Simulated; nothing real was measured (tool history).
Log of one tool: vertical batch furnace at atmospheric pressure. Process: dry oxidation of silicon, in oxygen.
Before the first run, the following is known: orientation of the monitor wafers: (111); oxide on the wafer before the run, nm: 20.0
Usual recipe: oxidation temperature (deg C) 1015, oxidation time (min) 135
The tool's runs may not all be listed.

run,hour,oxidation temperature (deg C),oxidation time (min),wafers since the last listed run,hours since the last temperature calibration,hours since the boat lift was adjusted,hours since the gauge calibration,"read-back reference wafer on the same gauge, thickness",oxide thickness on the monitor wafer (Å)
1,0,1015,135,0,3436,3183.2,106.7,118.03,1463.3
2,29.9,1015,135,270,3465.9,3213.1,136.6,118.02,1464.4
3,101.5,1015,186.5,648,3537.5,3284.7,208.2,118.01,1764.7
4,159.2,1015,186.5,522,3595.2,3342.4,265.9,118,1765.4
5,193.5,999,135,310,3629.5,3376.7,300.2,117.97,1323.7
# hour 240.3: thermocouples replaced and temperature profile calibrated
6,240.8,999,135,211,0.5,3424,347.5,118.02,1284.9
# hour 250.1: gauge calibrated
7,278.9,1022,135,345,38.6,3462.1,28.8,118.01,1483.9
8,338.9,1008,84,543,98.6,3522.1,88.8,118.03,1033.9
9,366.9,997,196.5,253,126.6,3550.1,116.8,117.99,1586
10,422.5,1015,135,503,182.2,3605.7,172.4,118.03,1424.3
# hour 504.4: boat lift adjusted
11,504.9,1015,200,529,264.6,0.5,254.8,118.01,1802.4
12,525.3,1031,73.5,184,285,20.9,275.2,117.96,1104.1
13,557.7,998,75.5,293,317.4,53.3,307.6,117.98,913.9
14,583,1004,174,229,342.7,78.6,332.9,117.98,1545.2
# hour 630.5: gauge calibrated
15,648.7,1031,91.5,595,408.4,144.3,18.2,118.01,1254.1

Each row is a separate what-if for the run after 15, all from the same tool condition, not one after another. Results?
A,654,1015,135,48,413.7,149.6,23.5,?,?
B,654,1015,75.5,48,413.7,149.6,23.5,?,?
C,654,995,199.5,48,413.7,149.6,23.5,?,?

run,"read-back reference wafer on the same gauge, thickness",oxide thickness on the monitor wafer (Å)
A,117.94,1432.9
B,117.94,1021.2
C,117.94,1587.5
The same runs, with their run-to-run variation unchanged, on a tool lacking any hidden condition would have given:
run,oxide thickness on the monitor wafer (Å)
A,1415.9
B,1009
C,1568.8

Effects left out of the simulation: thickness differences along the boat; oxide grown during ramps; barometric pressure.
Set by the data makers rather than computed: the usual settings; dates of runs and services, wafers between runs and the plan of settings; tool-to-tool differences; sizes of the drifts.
